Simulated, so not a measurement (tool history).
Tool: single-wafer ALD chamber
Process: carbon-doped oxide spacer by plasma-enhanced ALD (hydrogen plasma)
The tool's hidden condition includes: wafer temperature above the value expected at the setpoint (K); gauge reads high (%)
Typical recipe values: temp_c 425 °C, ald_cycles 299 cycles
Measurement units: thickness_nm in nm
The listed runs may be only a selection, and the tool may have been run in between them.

| run | hour | temp_c | ald_cycles | wafers since the last listed run | hours since the last thermocouple change | hours since the gauge calibration | read-back reference wafer on the same gauge, thickness_nm | thickness_nm |
|---|---|---|---|---|---|---|---|---|
| 1 | 0 | 432 | 340 | 0 | 1112.2 | 2723 | 13.495 | 14.462 |
| 2 | 77.9 | 432 | 340 | 89 | 1190.1 | 2800.9 | 13.493 | 14.475 |
| 3 | 169.9 | 425 | 343 | 105 | 1282.1 | 2892.9 | 13.502 | 14.962 |
| 4 | 244 | 425 | 343 | 85 | 1356.2 | 2967 | 13.5 | 14.987 |
| 5 | 317.4 | 420 | 299 | 84 | 1429.6 | 3040.4 | 13.502 | 13.292 |
| 6 | 382.4 | 425 | 334 | 74 | 1494.6 | 3105.4 | 13.505 | 14.524 |
| 7 | 435.1 | 425 | 334 | 60 | 1547.3 | 3158.1 | 13.505 | 14.6 |
| 8 | 512.2 | 425 | 299 | 88 | 1624.4 | 3235.2 | 13.511 | 13.013 |
| 9 | 595.5 | 425 | 299 | 95 | 1707.7 | 3318.5 | 13.498 | 13.049 |
| 10 | 696.9 | 425 | 337 | 116 | 1809.1 | 3419.9 | 13.494 | 14.695 |
| 11 | 757.9 | 425 | 337 | 70 | 1870.1 | 3480.9 | 13.496 | 14.713 |
| 12 | 821.5 | 425 | 299 | 73 | 1933.7 | 3544.5 | 13.498 | 13.074 |
| 13 | 903.2 | 425 | 299 | 93 | 2015.4 | 3626.2 | 13.508 | 12.994 |
| 14 | 957.2 | 425 | 299 | 62 | 2069.4 | 3680.2 | 13.505 | 12.984 |
| 15 | 1037 | 420 | 269 | 91 | 2149.2 | 3760 | 13.498 | 11.959 |
| 16 | 1074.3 | 420 | 269 | 42 | 2186.5 | 3797.3 | 13.505 | 11.878 |
| 17 | 1171.4 | 425 | 328 | 111 | 2283.6 | 3894.4 | 13.496 | 14.315 |
| 18 | 1214.4 | 425 | 299 | 49 | 2326.6 | 3937.4 | 13.503 | 13.033 |
| 19 | 1262.6 | 425 | 299 | 55 | 2374.8 | 3985.6 | 13.506 | 12.969 |
| 20 | 1346.7 | 425 | 299 | 96 | 2458.9 | 4069.7 | 13.503 | 13.037 |
| 21 | 1452.5 | 425 | 299 | 121 | 2564.7 | 4175.5 | 13.504 | 13.03 |
| 22 | 1502.8 | 437 | 245 | 57 | 2615 | 4225.8 | 13.501 | 10.175 |
| 23 | 1592.3 | 425 | 299 | 102 | 2704.5 | 4315.3 | 13.502 | 13.02 |
|  | 1655.3 | gauge calibrated |
| 24 | 1661.3 | 421 | 299 | 79 | 2773.5 | 6 | 13.495 | 13.166 |
| 25 | 1735.7 | 415 | 263 | 85 | 2847.9 | 80.4 | 13.506 | 11.823 |
| 26 | 1832.3 | 410 | 340 | 110 | 2944.5 | 177 | 13.493 | 15.468 |
| 27 | 1883.5 | 437 | 245 | 58 | 2995.7 | 228.2 | 13.503 | 10.208 |
| 28 | 1923.8 | 425 | 299 | 46 | 3036 | 268.5 | 13.502 | 13.045 |
|  | 1983.4 | thermocouple changed; heater temperature recalibrated |
| 29 | 2017.6 | 425 | 343 | 98 | 34.2 | 362.3 | 13.506 | 15.247 |
| 30 | 2250 | 437 | 327 | 266 | 266.6 | 594.7 | 13.498 | 13.716 |
| 31 | 2319.5 | 415 | 240 | 79 | 336.1 | 664.2 | 13.496 | 10.952 |
| 32 | 2425.8 | 433 | 299 | 122 | 442.4 | 770.5 | 13.496 | 12.819 |
| 33 | 2502.9 | 425 | 299 | 88 | 519.5 | 847.6 | 13.5 | 13.205 |
| 34 | 2554.2 | 425 | 299 | 58 | 570.8 | 898.9 | 13.501 | 13.166 |
| 35 | 2596.3 | 425 | 299 | 48 | 612.9 | 941 | 13.494 | 13.133 |
| 36 | 2683.8 | 410 | 299 | 100 | 700.4 | 1028.5 | 13.495 | 13.821 |
| 37 | 2755.5 | 438 | 245 | 82 | 772.1 | 1100.2 | 13.502 | 10.279 |
| 38 | 2834.6 | 412 | 258 | 90 | 851.2 | 1179.3 | 13.497 | 11.854 |
| 39 | 2928.5 | 417 | 268 | 107 | 945.1 | 1273.2 | 13.513 | 12.111 |
| 40 | 2995 | 432 | 329 | 76 | 1011.6 | 1339.7 | 13.506 | 14.136 |
| 41 | 3233.3 | 412 | 331 | 273 | 1249.9 | 1578 | 13.501 | 15.087 |
| 42 | 3524.3 | 411 | 262 | 334 | 1540.9 | 1869 | 13.495 | 12.079 |
| 43 | 3610.6 | 425 | 359 | 99 | 1627.2 | 1955.3 | 13.486 | 15.7 |

3 options for the next run, each taken on its own from the tool as it stands now. Forecast them:
| A | 3611.5 | 414 | 299 | 1 | 1628.1 | 1956.2 | ? | ? |
| B | 3611.5 | 434 | 338 | 1 | 1628.1 | 1956.2 | ? | ? |
| C | 3611.5 | 425 | 323 | 1 | 1628.1 | 1956.2 | ? | ? |

| run | read-back reference wafer on the same gauge, thickness_nm | thickness_nm |
|---|---|---|
| A | 13.493 | 13.612 |
| B | 13.493 | 14.311 |
| C | 13.493 | 14.139 |
What these runs would have given with no unlogged condition in the tool:
| run | thickness_nm |
|---|---|
| A | 13.875 |
| B | 14.608 |
| C | 14.423 |

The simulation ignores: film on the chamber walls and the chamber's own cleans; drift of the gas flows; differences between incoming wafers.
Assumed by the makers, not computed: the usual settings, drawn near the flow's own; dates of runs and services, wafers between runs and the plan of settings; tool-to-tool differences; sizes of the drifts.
